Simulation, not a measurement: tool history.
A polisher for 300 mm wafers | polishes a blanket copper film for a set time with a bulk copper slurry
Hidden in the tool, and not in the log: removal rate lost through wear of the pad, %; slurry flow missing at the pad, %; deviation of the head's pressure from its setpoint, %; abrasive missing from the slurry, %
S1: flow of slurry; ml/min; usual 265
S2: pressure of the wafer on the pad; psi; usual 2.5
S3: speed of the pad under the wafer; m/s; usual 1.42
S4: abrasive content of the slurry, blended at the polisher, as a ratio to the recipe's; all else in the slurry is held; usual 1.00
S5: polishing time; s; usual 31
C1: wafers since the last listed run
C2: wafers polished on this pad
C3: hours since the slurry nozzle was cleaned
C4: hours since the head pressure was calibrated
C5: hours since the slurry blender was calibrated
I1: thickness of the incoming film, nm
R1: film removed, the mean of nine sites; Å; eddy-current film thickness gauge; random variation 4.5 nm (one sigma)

| run | day | S1 | S2 | S3 | S4 | S5 | C1 | C2 | C3 | C4 | C5 | I1 | R1 |
|---|---|---|---|---|---|---|---|---|---|---|---|---|---|
| 1 | 0.000 | 265 | 2.5 | 1.42 | 1.00 | 31 | 0 | 496 | 36.0 | 803.2 | 55.1 | 1942.6 | 3593 |
| 2 | 1.008 | 265 | 3.0 | 1.42 | 1.00 | 31 | 308 | 805 | 60.2 | 827.4 | 79.3 | 1931.5 | 4218 |
| 3 | 1.800 | 265 | 3.0 | 1.42 | 1.00 | 31 | 242 | 1047 | 79.2 | 846.4 | 98.3 | 1961.7 | 4102 |
|  | 2.858 | worn pad replaced by a new one |
| 4 | 2.983 | 265 | 3.0 | 1.42 | 1.00 | 31 | 311 | 37 | 107.6 | 874.8 | 126.7 | 1945.3 | 4626 |
|  | 3.529 | slurry blender recalibrated |
| 5 | 4.067 | 265 | 2.5 | 1.42 | 0.85 | 31 | 306 | 344 | 133.6 | 900.8 | 12.9 | 1945.6 | 3465 |
| 6 | 4.779 | 265 | 2.5 | 1.42 | 0.85 | 31 | 218 | 562 | 150.7 | 917.9 | 30.0 | 1928.6 | 3453 |
| 7 | 5.575 | 265 | 2.5 | 1.42 | 0.85 | 31 | 243 | 806 | 169.8 | 937.0 | 49.1 | 1933.8 | 3306 |
| 8 | 6.692 | 265 | 2.5 | 1.42 | 0.95 | 31 | 342 | 1148 | 196.6 | 963.8 | 75.9 | 1978.9 | 3347 |
|  | 7.088 | worn pad replaced by a new one |
| 9 | 8.338 | 225 | 2.5 | 1.42 | 0.80 | 31 | 453 | 382 | 236.1 | 1003.3 | 115.4 | 1946.4 | 3332 |

The next listed run, before its measurement:
| 10 | 10.292 | 265 | 3.4 | 1.42 | 1.00 | 31 | 598 | 981 | 283.0 | 1050.2 | 162.3 | 1947.2 | ? |

Run 10 gave R1 4682 Å.
Without the tool's hidden state the same run would have given R1 5343 Å.
